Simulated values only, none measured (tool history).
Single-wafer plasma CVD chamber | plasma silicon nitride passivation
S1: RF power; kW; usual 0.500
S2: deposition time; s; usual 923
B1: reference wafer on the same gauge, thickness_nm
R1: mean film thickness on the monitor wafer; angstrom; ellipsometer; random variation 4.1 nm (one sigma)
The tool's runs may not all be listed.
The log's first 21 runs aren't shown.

run	day	S1	S2	B1	R1
# day 63.092: gauge calibrated
22	63.908	0.500	1036	1590.324	16038.62
23	66.717	0.425	1096	1590.112	16549.93
24	69.533	0.500	923	1590.226	14325.45
25	73.938	0.500	923	1589.764	14393.11
26	77.183	0.425	753	1590.552	11314.26
27	78.892	0.500	794	1589.731	12269.18
28	80.975	0.415	1028	1590.005	15443.53
# day 82.233: RF generator calibrated
29	85.283	0.500	792	1590.164	12367.72
30	87.396	0.555	863	1590.311	13845.66

Forecast run 31:
31	89.562	0.475	923	?	?

{"run 31": {"B1": 1589.828, "R1": 14354.77}}
Without the tool's hidden state the same run would have given R1 14415.86 angstrom.
